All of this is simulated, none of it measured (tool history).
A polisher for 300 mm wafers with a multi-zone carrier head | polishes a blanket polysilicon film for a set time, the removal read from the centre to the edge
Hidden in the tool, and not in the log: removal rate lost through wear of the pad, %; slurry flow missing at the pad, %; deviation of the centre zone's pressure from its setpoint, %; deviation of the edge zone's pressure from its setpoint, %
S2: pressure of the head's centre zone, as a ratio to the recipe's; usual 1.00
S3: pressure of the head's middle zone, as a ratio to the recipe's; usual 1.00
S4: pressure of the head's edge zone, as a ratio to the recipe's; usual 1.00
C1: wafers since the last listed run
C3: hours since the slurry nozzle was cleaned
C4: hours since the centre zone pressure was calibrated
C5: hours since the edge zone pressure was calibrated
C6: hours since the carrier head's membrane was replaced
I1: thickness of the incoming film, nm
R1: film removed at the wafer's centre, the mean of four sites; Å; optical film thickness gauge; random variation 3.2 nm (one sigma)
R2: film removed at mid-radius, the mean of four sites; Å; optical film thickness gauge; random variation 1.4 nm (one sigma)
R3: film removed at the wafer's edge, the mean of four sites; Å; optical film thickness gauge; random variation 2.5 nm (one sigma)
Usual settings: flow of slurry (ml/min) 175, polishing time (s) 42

Run 1, day 0.000: usual settings; C1 0; wafers polished on this pad 2504; C3 48.9; C4 67.2; C5 396.9; C6 202.8; I1 1205.4. Result: R1 2238 Å, R2 2142 Å, R3 2132 Å.
Run 2, day 4.500: usual settings; C1 1541; wafers polished on this pad 4045; C3 156.9; C4 175.2; C5 504.9; C6 310.8; I1 1172.9. Result: R1 2093 Å, R2 2065 Å, R3 2160 Å.
Run 3, day 7.658: usual settings but flow of slurry (ml/min) 140; C1 1081; wafers polished on this pad 5127; C3 232.7; C4 251.0; C5 580.7; C6 386.6; I1 1182.1. Result: R1 1953 Å, R2 1925 Å, R3 2031 Å.
At day 10.000: edge zone pressure recalibrated.
At day 10.504: worn pad replaced by a new one.
Run 4, day 10.812: usual settings; C1 994; wafers polished on this pad 105; C3 308.4; C4 326.7; C5 19.5; C6 462.3; I1 1207.8. Result: R1 2127 Å, R2 2139 Å, R3 2213 Å.
At day 13.700: carrier head's membrane replaced by a new one.
Run 5, day 14.200: usual settings; C1 1088; wafers polished on this pad 1194; C3 389.7; C4 408.0; C5 100.8; C6 12.0; I1 1199.8. Result: R1 2150 Å, R2 2147 Å, R3 2172 Å.
Run 6, day 16.271: usual settings but S4 1.06; C1 709; wafers polished on this pad 1903; C3 439.4; C4 457.7; C5 150.5; C6 61.7; I1 1210.8. Result: R1 2103 Å, R2 2140 Å, R3 2248 Å.
Run 7, day 20.554: usual settings but flow of slurry (ml/min) 200, polishing time (s) 47; C1 1467; wafers polished on this pad 3370; C3 542.2; C4 560.5; C5 253.3; C6 164.5; I1 1180.2. Result: R1 2275 Å, R2 2364 Å, R3 2419 Å.
At day 22.029: centre zone pressure recalibrated.
Run 8, day 24.025: usual settings; C1 1160; wafers polished on this pad 4530; C3 625.5; C4 47.9; C5 336.6; C6 247.8; I1 1192.5. Result: R1 2068 Å, R2 2032 Å, R3 2107 Å.
Run 9, day 26.917: usual settings; C1 990; wafers polished on this pad 5521; C3 694.9; C4 117.3; C5 406.0; C6 317.2; I1 1189.6. Result: R1 2034 Å, R2 1972 Å, R3 2022 Å.
At day 30.158: worn pad replaced by a new one.
Run 10, day 30.375: usual settings but S3 1.10, S4 1.11; C1 1127; wafers polished on this pad 74; C3 777.9; C4 200.3; C5 489.0; C6 400.2; I1 1199.7. Result: R1 2228 Å, R2 2360 Å, R3 2387 Å.
At day 32.600: slurry nozzle cleaned.
Run 11, day 33.221: usual settings but flow of slurry (ml/min) 150, S2 0.88; C1 960; wafers polished on this pad 1034; C3 14.9; C4 268.6; C5 557.3; C6 468.5; I1 1182.7. Result: R1 1885 Å, R2 2110 Å, R3 2141 Å.
At day 36.692: edge zone pressure recalibrated.
At day 39.058: carrier head's membrane replaced by a new one.
Run 12, day 45.312: usual settings but polishing time (s) 49; C1 4041; wafers polished on this pad 5076; C3 305.1; C4 558.8; C5 206.9; C6 150.1; I1 1194.1. Result: R1 2167 Å, R2 2366 Å, R3 2454 Å.
Run 13, day 49.221: usual settings; C1 1338; wafers polished on this pad 6415; C3 398.9; C4 652.6; C5 300.7; C6 243.9; I1 1183.6. Result: R1 1758 Å, R2 1967 Å, R3 2007 Å.
At day 49.954: centre zone pressure recalibrated.
At day 51.879: worn pad replaced by a new one.
Run 14, day 52.962: usual settings; C1 1195; wafers polished on this pad 370; C3 488.7; C4 72.2; C5 390.5; C6 333.7; I1 1221.7. Result: R1 2328 Å, R2 2157 Å, R3 2213 Å.
Run 15, day 56.625: usual settings but polishing time (s) 32; C1 1254; wafers polished on this pad 1624; C3 576.6; C4 160.1; C5 478.4; C6 421.6; I1 1189.9. Result: R1 1742 Å, R2 1605 Å, R3 1647 Å.
Run 16, day 60.371: usual settings but S4 1.06, polishing time (s) 49; C1 1283; wafers polished on this pad 2907; C3 666.5; C4 250.0; C5 568.3; C6 511.5; I1 1192.3. Result: R1 2615 Å, R2 2468 Å, R3 2639 Å.
At day 63.500: edge zone pressure recalibrated.
Run 17, day 63.988: usual settings but S2 1.10, S3 1.09, S4 1.05, polishing time (s) 48; C1 1210; wafers polished on this pad 4118; C3 753.3; C4 336.8; C5 11.7; C6 598.3; I1 1189.1. Result: R1 2675 Å, R2 2524 Å, R3 2472 Å.
At day 67.183: carrier head's membrane replaced by a new one.
Run 18, day 68.408: usual settings; C1 1442; wafers polished on this pad 5561; C3 859.4; C4 442.9; C5 117.8; C6 29.4; I1 1202.6. Result: R1 1999 Å, R2 1964 Å, R3 2019 Å.
At day 70.271: slurry nozzle cleaned.
At day 70.338: worn pad replaced by a new one.
Run 19, day 71.112: usual settings but flow of slurry (ml/min) 190, S4 1.08; C1 888; wafers polished on this pad 265; C3 20.2; C4 507.8; C5 182.7; C6 94.3; I1 1201.7. Result: R1 2226 Å, R2 2221 Å, R3 2322 Å.
At day 72.729: centre zone pressure recalibrated.
Run 20, day 73.817: usual settings but S2 0.94, polishing time (s) 35; C1 897; wafers polished on this pad 1162; C3 85.1; C4 26.1; C5 247.6; C6 159.2; I1 1209.1. Result: R1 1722 Å, R2 1804 Å, R3 1859 Å.
Run 21, day 76.729: usual settings; C1 997; wafers polished on this pad 2160; C3 155.0; C4 96.0; C5 317.5; C6 229.1; I1 1202.2. Result: R1 2248 Å, R2 2181 Å, R3 2222 Å.

Forecast each of these 5 alternatives for the next run:
Run A, day 76.746: usual settings but S3 1.06; C1 5; wafers polished on this pad 2166; C3 155.4; C4 96.4; C5 317.9; C6 229.5; I1 1180.1. Result: R1 ?, R2 ?, R3 ?.
Run B, day 76.746: usual settings but flow of slurry (ml/min) 120, S2 1.04, S3 0.94, polishing time (s) 48; C1 5; wafers polished on this pad 2166; C3 155.4; C4 96.4; C5 317.9; C6 229.5; I1 1180.1. Result: R1 ?, R2 ?, R3 ?.
Run C, day 76.746: usual settings but flow of slurry (ml/min) 135, S2 1.08, S3 0.95, S4 0.95; C1 5; wafers polished on this pad 2166; C3 155.4; C4 96.4; C5 317.9; C6 229.5; I1 1180.1. Result: R1 ?, R2 ?, R3 ?.
Run D, day 76.746: usual settings but S2 1.06, S3 1.08; C1 5; wafers polished on this pad 2166; C3 155.4; C4 96.4; C5 317.9; C6 229.5; I1 1180.1. Result: R1 ?, R2 ?, R3 ?.
Run E, day 76.746: usual settings but S2 0.88, S4 0.96, polishing time (s) 49; C1 5; wafers polished on this pad 2166; C3 155.4; C4 96.4; C5 317.9; C6 229.5; I1 1180.1. Result: R1 ?, R2 ?, R3 ?.

run    R1    R2    R3
  A  2202  2259  2222
  B  2415  2183  2419
  C  2258  1974  2101
  D  2336  2293  2222
  E  2258  2515  2544
Without the tool's hidden state the same runs would have given:
run    R1    R2    R3
  A  2263  2292  2255
  B  2481  2215  2454
  C  2319  2003  2131
  D  2400  2327  2254
  E  2320  2552  2581
